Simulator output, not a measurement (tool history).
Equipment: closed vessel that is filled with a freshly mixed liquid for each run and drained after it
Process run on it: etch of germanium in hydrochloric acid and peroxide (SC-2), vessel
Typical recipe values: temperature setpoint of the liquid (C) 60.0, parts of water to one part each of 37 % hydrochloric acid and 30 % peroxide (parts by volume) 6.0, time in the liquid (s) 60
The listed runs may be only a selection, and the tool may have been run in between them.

run	hour	temperature setpoint of the liquid (C)	parts of water to one part each of 37 % hydrochloric acid and 30 % peroxide (parts by volume)	time in the liquid (s)	wafers since the last listed run	hours since the thermometer was replaced	hours since the chemicals flow meter was replaced	hours since the drum of peroxide was connected	hours since the gauge calibration	read-back film thickness of the germanium reference wafer, read on the same gauge (nm)	thickness taken off the germanium on a monitor wafer (nm)
1	0.0	60.0	6.0	60	0	139.3	2420.8	8.2	1326.5	139.98	179.67
2	54.1	63.0	6.0	60	7018	193.4	2474.9	62.3	1380.6	139.99	195.68
3	93.5	63.0	6.0	60	5111	232.8	2514.3	101.7	1420.0	139.99	194.51
4	174.2	57.5	6.0	40	10469	313.5	2595.0	182.4	1500.7	140.02	110.77
5	234.8	57.5	6.0	40	7862	374.1	2655.6	243.0	1561.3	139.96	110.43
# hour 263.0: chemicals flow meter replaced
6	296.8	60.0	6.0	60	7913	436.1	33.8	305.0	1623.3	140.00	180.47
7	396.3	60.0	6.0	60	12908	535.6	133.3	404.5	1722.8	140.04	179.30
8	468.4	66.5	6.0	60	9353	607.7	205.4	476.6	1794.9	139.98	215.97
9	539.0	70.0	8.0	35	9159	678.3	276.0	547.2	1865.5	140.01	136.12
10	598.1	51.0	4.5	50	7667	737.4	335.1	606.3	1924.6	140.03	116.18
11	678.2	51.5	6.0	60	10391	817.5	415.2	686.4	2004.7	140.03	140.82
# hour 750.4: thermometer replaced, repeated, since the last time left the tool worse
# hour 850.0: new drum of peroxide connected
12	946.5	60.0	6.0	60	34548	196.1	683.5	96.5	2273.0	140.01	166.32
# hour 991.3: gauge calibrated
13	1006.2	60.0	6.0	60	7745	255.8	743.2	156.2	14.9	140.02	166.13
14	1088.4	60.0	6.0	90	10664	338.0	825.4	238.4	97.1	140.00	249.93
15	1152.0	60.0	6.0	60	8251	401.6	889.0	302.0	160.7	139.96	166.25
16	1203.4	51.5	6.0	60	6668	453.0	940.4	353.4	212.1	140.03	127.36
17	1474.7	55.5	6.0	80	35197	724.3	1211.7	624.7	483.4	140.04	195.71
18	1537.2	60.0	6.0	60	8108	786.8	1274.2	687.2	545.9	140.05	169.44
19	1628.4	57.0	6.0	60	11831	878.0	1365.4	778.4	637.1	139.99	155.58
20	1720.6	60.0	6.0	60	11961	970.2	1457.6	870.6	729.3	139.99	170.50

Expected results for the next run?
21	1825.1	60.0	6.0	60	13557	1074.7	1562.1	975.1	833.8	?	?

Run 21 came out at read-back film thickness of the germanium reference wafer, read on the same gauge (nm) 139.96, thickness taken off the germanium on a monitor wafer (nm) 169.89.
If the tool had no hidden condition, the same run with the same run-to-run variation would have returned thickness taken off the germanium on a monitor wafer (nm) 165.53.
